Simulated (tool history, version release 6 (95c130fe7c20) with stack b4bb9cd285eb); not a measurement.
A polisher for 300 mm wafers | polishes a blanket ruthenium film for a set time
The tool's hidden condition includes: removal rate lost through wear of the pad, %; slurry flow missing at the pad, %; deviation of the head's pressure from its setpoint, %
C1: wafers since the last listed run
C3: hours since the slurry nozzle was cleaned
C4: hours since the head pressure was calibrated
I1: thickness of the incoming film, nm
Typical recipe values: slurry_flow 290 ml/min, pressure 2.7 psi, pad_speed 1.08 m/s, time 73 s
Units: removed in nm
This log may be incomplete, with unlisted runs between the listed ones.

{"run": 1, "day": 0.0, "slurry_flow": 290, "pressure": 2.7, "pad_speed": 1.08, "time": 73, "C1": 0, "wafers polished on this pad": 1962, "C3": 620.5, "C4": 1135.9, "I1": 453.1, "removed": 103.7}
{"day": 1.521, "done": "head pressure recalibrated"}
{"day": 1.988, "done": "worn pad replaced by a new one"}
{"run": 2, "day": 3.371, "slurry_flow": 290, "pressure": 2.7, "pad_speed": 1.08, "time": 73, "C1": 475, "wafers polished on this pad": 210, "C3": 701.4, "C4": 44.4, "I1": 457.8, "removed": 104.8}
{"day": 4.171, "done": "slurry nozzle cleaned"}
{"run": 3, "day": 5.092, "slurry_flow": 330, "pressure": 3.2, "pad_speed": 1.08, "time": 73, "C1": 255, "wafers polished on this pad": 466, "C3": 22.1, "C4": 85.7, "I1": 466.4, "removed": 125.5}
{"run": 4, "day": 6.142, "slurry_flow": 260, "pressure": 2.7, "pad_speed": 1.08, "time": 73, "C1": 159, "wafers polished on this pad": 626, "C3": 47.3, "C4": 110.9, "I1": 460.5, "removed": 103.8}
{"run": 5, "day": 8.554, "slurry_flow": 290, "pressure": 2.7, "pad_speed": 1.08, "time": 73, "C1": 367, "wafers polished on this pad": 994, "C3": 105.2, "C4": 168.8, "I1": 454.7, "removed": 105.7}
{"run": 6, "day": 9.846, "slurry_flow": 290, "pressure": 2.7, "pad_speed": 1.08, "time": 73, "C1": 196, "wafers polished on this pad": 1190, "C3": 136.2, "C4": 199.8, "I1": 465.0, "removed": 105.7}
{"run": 7, "day": 14.396, "slurry_flow": 290, "pressure": 2.7, "pad_speed": 1.08, "time": 73, "C1": 693, "wafers polished on this pad": 1883, "C3": 245.4, "C4": 309.0, "I1": 460.7, "removed": 106.9}
{"run": 8, "day": 15.496, "slurry_flow": 290, "pressure": 2.7, "pad_speed": 1.08, "time": 73, "C1": 167, "wafers polished on this pad": 2051, "C3": 271.8, "C4": 335.4, "I1": 461.1, "removed": 103.8}
{"run": 9, "day": 17.567, "slurry_flow": 290, "pressure": 2.7, "pad_speed": 1.08, "time": 81, "C1": 315, "wafers polished on this pad": 2367, "C3": 321.5, "C4": 385.1, "I1": 457.9, "removed": 113.8}
{"day": 18.021, "done": "worn pad replaced by a new one"}
{"run": 10, "day": 22.117, "slurry_flow": 290, "pressure": 2.7, "pad_speed": 1.08, "time": 73, "C1": 667, "wafers polished on this pad": 624, "C3": 430.7, "C4": 494.3, "I1": 457.7, "removed": 104.6}
{"run": 11, "day": 23.708, "slurry_flow": 290, "pressure": 2.7, "pad_speed": 1.08, "time": 73, "C1": 242, "wafers polished on this pad": 866, "C3": 468.9, "C4": 532.5, "I1": 464.9, "removed": 103.1}
{"run": 12, "day": 28.4, "slurry_flow": 290, "pressure": 2.7, "pad_speed": 1.08, "time": 73, "C1": 714, "wafers polished on this pad": 1581, "C3": 581.5, "C4": 645.1, "I1": 462.6, "removed": 105.5}
{"run": 13, "day": 29.983, "slurry_flow": 290, "pressure": 2.7, "pad_speed": 1.08, "time": 73, "C1": 241, "wafers polished on this pad": 1822, "C3": 619.5, "C4": 683.1, "I1": 468.1, "removed": 103.3}
{"run": 14, "day": 32.858, "slurry_flow": 290, "pressure": 2.9, "pad_speed": 1.08, "time": 84, "C1": 437, "wafers polished on this pad": 2260, "C3": 688.5, "C4": 752.1, "I1": 465.4, "removed": 127.5}
{"day": 34.542, "done": "worn pad replaced by a new one"}
{"day": 34.612, "done": "slurry nozzle cleaned"}
{"run": 15, "day": 34.908, "slurry_flow": 290, "pressure": 2.7, "pad_speed": 1.08, "time": 73, "C1": 280, "wafers polished on this pad": 49, "C3": 7.1, "C4": 801.3, "I1": 455.6, "removed": 102.7}
{"run": 16, "day": 36.146, "slurry_flow": 290, "pressure": 2.7, "pad_speed": 1.08, "time": 73, "C1": 188, "wafers polished on this pad": 237, "C3": 36.8, "C4": 831.0, "I1": 456.4, "removed": 105.5}
{"run": 17, "day": 37.217, "slurry_flow": 290, "pressure": 2.7, "pad_speed": 1.08, "time": 73, "C1": 163, "wafers polished on this pad": 401, "C3": 62.5, "C4": 856.7, "I1": 457.3, "removed": 104.8}
{"run": 18, "day": 39.25, "slurry_flow": 290, "pressure": 2.7, "pad_speed": 1.08, "time": 73, "C1": 309, "wafers polished on this pad": 710, "C3": 111.3, "C4": 905.5, "I1": 463.5, "removed": 104.9}
{"run": 19, "day": 40.717, "slurry_flow": 290, "pressure": 2.7, "pad_speed": 1.08, "time": 73, "C1": 223, "wafers polished on this pad": 934, "C3": 146.5, "C4": 940.7, "I1": 458.4, "removed": 103.5}
{"run": 20, "day": 42.925, "slurry_flow": 200, "pressure": 2.7, "pad_speed": 1.08, "time": 73, "C1": 336, "wafers polished on this pad": 1270, "C3": 199.5, "C4": 993.7, "I1": 456.0, "removed": 102.6}
{"run": 21, "day": 45.088, "slurry_flow": 290, "pressure": 2.7, "pad_speed": 1.08, "time": 99, "C1": 329, "wafers polished on this pad": 1600, "C3": 251.4, "C4": 1045.6, "I1": 467.4, "removed": 138.6}
{"run": 22, "day": 47.175, "slurry_flow": 360, "pressure": 2.7, "pad_speed": 1.08, "time": 85, "C1": 318, "wafers polished on this pad": 1918, "C3": 301.5, "C4": 1095.7, "I1": 457.6, "removed": 118.9}
{"day": 48.638, "done": "worn pad replaced by a new one"}
{"run": 23, "day": 50.079, "slurry_flow": 200, "pressure": 3.1, "pad_speed": 1.08, "time": 73, "C1": 417, "wafers polished on this pad": 219, "C3": 371.2, "C4": 1165.4, "I1": 461.1, "removed": 115.2}
{"run": 24, "day": 52.412, "slurry_flow": 380, "pressure": 3.3, "pad_speed": 1.08, "time": 73, "C1": 355, "wafers polished on this pad": 574, "C3": 427.2, "C4": 1221.4, "I1": 458.8, "removed": 128.9}
{"day": 53.208, "done": "head pressure recalibrated"}
{"run": 25, "day": 54.821, "slurry_flow": 205, "pressure": 2.7, "pad_speed": 1.36, "time": 73, "C1": 354, "wafers polished on this pad": 929, "C3": 485.0, "C4": 38.7, "I1": 456.8, "removed": 126.2}
{"run": 26, "day": 56.308, "slurry_flow": 330, "pressure": 3.2, "pad_speed": 1.08, "time": 73, "C1": 226, "wafers polished on this pad": 1155, "C3": 520.7, "C4": 74.4, "I1": 455.3, "removed": 119.6}
{"run": 27, "day": 57.579, "slurry_flow": 290, "pressure": 2.7, "pad_speed": 1.08, "time": 83, "C1": 193, "wafers polished on this pad": 1349, "C3": 551.2, "C4": 104.9, "I1": 462.5, "removed": 117.5}
{"day": 58.579, "done": "slurry nozzle cleaned"}
{"run": 28, "day": 59.758, "slurry_flow": 220, "pressure": 2.3, "pad_speed": 1.44, "time": 50, "C1": 325, "wafers polished on this pad": 1674, "C3": 28.3, "C4": 157.2, "I1": 452.3, "removed": 79.8}
{"day": 61.983, "done": "worn pad replaced by a new one"}
{"run": 29, "day": 62.721, "slurry_flow": 350, "pressure": 2.1, "pad_speed": 1.42, "time": 52, "C1": 425, "wafers polished on this pad": 112, "C3": 99.4, "C4": 228.3, "I1": 463.8, "removed": 75.5}
{"run": 30, "day": 63.725, "slurry_flow": 290, "pressure": 2.7, "pad_speed": 1.08, "time": 73, "C1": 152, "wafers polished on this pad": 265, "C3": 123.5, "C4": 252.4, "I1": 454.4, "removed": 102.6}
{"run": 31, "day": 65.138, "slurry_flow": 290, "pressure": 2.7, "pad_speed": 1.08, "time": 73, "C1": 215, "wafers polished on this pad": 480, "C3": 157.4, "C4": 286.3, "I1": 469.6, "removed": 102.1}
{"run": 32, "day": 67.279, "slurry_flow": 345, "pressure": 2.7, "pad_speed": 1.08, "time": 92, "C1": 326, "wafers polished on this pad": 806, "C3": 208.8, "C4": 337.7, "I1": 460.1, "removed": 131.0}
{"run": 33, "day": 70.208, "slurry_flow": 290, "pressure": 2.7, "pad_speed": 1.08, "time": 73, "C1": 446, "wafers polished on this pad": 1252, "C3": 279.1, "C4": 408.0, "I1": 466.5, "removed": 100.8}
{"run": 34, "day": 72.979, "slurry_flow": 210, "pressure": 2.4, "pad_speed": 1.08, "time": 85, "C1": 422, "wafers polished on this pad": 1674, "C3": 345.6, "C4": 474.5, "I1": 453.2, "removed": 104.6}
{"run": 35, "day": 74.692, "slurry_flow": 290, "pressure": 3.0, "pad_speed": 1.08, "time": 73, "C1": 260, "wafers polished on this pad": 1935, "C3": 386.7, "C4": 515.6, "I1": 455.0, "removed": 114.7}
{"run": 36, "day": 76.842, "slurry_flow": 350, "pressure": 3.3, "pad_speed": 1.28, "time": 93, "C1": 327, "wafers polished on this pad": 2263, "C3": 438.3, "C4": 567.2, "I1": 465.1, "removed": 192.8}

Below are 3 alternative next runs, each starting from the tool's condition after run 36. Predict each:
{"run": "A", "day": 76.858, "slurry_flow": 290, "pressure": 2.7, "pad_speed": 1.08, "time": 73, "C1": 2, "wafers polished on this pad": 2265, "C3": 438.7, "C4": 567.6, "I1": 461.6, "removed": "?"}
{"run": "B", "day": 76.858, "slurry_flow": 290, "pressure": 2.7, "pad_speed": 1.38, "time": 87, "C1": 2, "wafers polished on this pad": 2265, "C3": 438.7, "C4": 567.6, "I1": 461.6, "removed": "?"}
{"run": "C", "day": 76.858, "slurry_flow": 225, "pressure": 2.7, "pad_speed": 1.08, "time": 73, "C1": 2, "wafers polished on this pad": 2265, "C3": 438.7, "C4": 567.6, "I1": 461.6, "removed": "?"}

run=A removed=104.4
run=B removed=158.9
run=C removed=102.6
Stripped of hidden state, with their random variation kept, the same runs would have yielded:
run=A removed=104.4
run=B removed=158.9
run=C removed=102.6

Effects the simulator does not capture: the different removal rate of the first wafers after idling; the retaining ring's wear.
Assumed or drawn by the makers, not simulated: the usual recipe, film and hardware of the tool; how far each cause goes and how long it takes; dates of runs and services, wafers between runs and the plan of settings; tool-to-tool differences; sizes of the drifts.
